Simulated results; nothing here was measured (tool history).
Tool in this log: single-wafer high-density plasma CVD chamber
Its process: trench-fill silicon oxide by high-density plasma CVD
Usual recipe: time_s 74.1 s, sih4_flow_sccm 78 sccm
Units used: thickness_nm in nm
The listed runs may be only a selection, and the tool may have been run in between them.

run	day	time_s	sih4_flow_sccm	read-back reference wafer on the same gauge, thickness_nm	thickness_nm
1	0	74.1	78	519.55	580.538
2	4.45	74.1	72	519.943	539.153
3	7.058	74.1	72	519.305	539.312
4	10.246	70.5	83	519.494	587.821
5	13.012	70.5	83	520.233	590.223
6	16.092	70.5	83	519.649	587.517
7	17.621	63.1	78	520.293	491.778
8	19.333	66.8	78	520.167	524.901
9	22.283	74.1	78	520.219	583.93
10	23.95	74.1	78	519.694	584.74
11	32.304	74.1	78	520.25	583.398
12	36.183	74.1	88	519.614	655.03
13	40.238	74.1	78	520.253	585.45
14	42.733	74.1	70	520.151	525.938
15	44.421	74.1	70	520.302	523.698
16	46.075	74.1	70	519.822	525.74
# day 48.6: silane flow controller replaced
17	50.267	62.8	78	520.704	476.185
18	55.65	66.3	78	519.51	501.35
19	57.904	66.3	78	519.462	499.653
20	60.154	66.3	78	519.694	503.325
21	62.058	81.1	90	520.611	707.737
22	64.85	63.9	69	520.326	431.658
23	70.688	74.1	78	520.588	563.444
24	73.917	74.1	70	520.925	507.473
25	75.754	74.1	78	519.172	563.647
# day 76.704: gauge calibrated
26	81.642	74.1	72	520.281	525.902
27	83.454	66.6	84	519.968	550.475
28	86.988	59.9	78	519.387	459.788
29	90.471	64	91	520.121	570.304
30	92.688	74.1	78	519.964	570.312
31	96	74.1	78	520.778	569.339
32	98.25	63.8	73	520.243	459.803
33	101.429	74.1	78	519.931	568.052
34	104.821	69.2	90	519.455	613.749
35	108.183	74.1	78	520.313	574.093
36	111.996	74.1	92	520.202	674.522
37	116.175	86.6	64	519.408	551.727
38	120.4	74.1	68	520.289	501.216
39	124.729	67.5	64	520.319	429.524
40	126.967	74.1	64	519.989	473.781
41	129.567	83.6	69	520	574.511

What was the tool's hidden state at every run in the log?
gauge reads high (%): 0, the same for each run
H1: delivered silane flow above the setpoint (%)
run	H1
1	4.04
2	4.08
3	4.1
4	4.12
5	4.14
6	4.16
7	4.17
8	4.18
9	4.2
10	4.21
11	4.25
12	4.27
13	4.29
14	4.3
15	4.31
16	4.31
17	-0.0867
18	0.249
19	0.382
20	0.51
21	0.614
22	0.762
23	1.05
24	1.2
25	1.28
26	1.53
27	1.6
28	1.73
29	1.86
30	1.93
31	2.04
32	2.11
33	2.21
34	2.31
35	2.4
36	2.5
37	2.6
38	2.69
39	2.78
40	2.83
41	2.88

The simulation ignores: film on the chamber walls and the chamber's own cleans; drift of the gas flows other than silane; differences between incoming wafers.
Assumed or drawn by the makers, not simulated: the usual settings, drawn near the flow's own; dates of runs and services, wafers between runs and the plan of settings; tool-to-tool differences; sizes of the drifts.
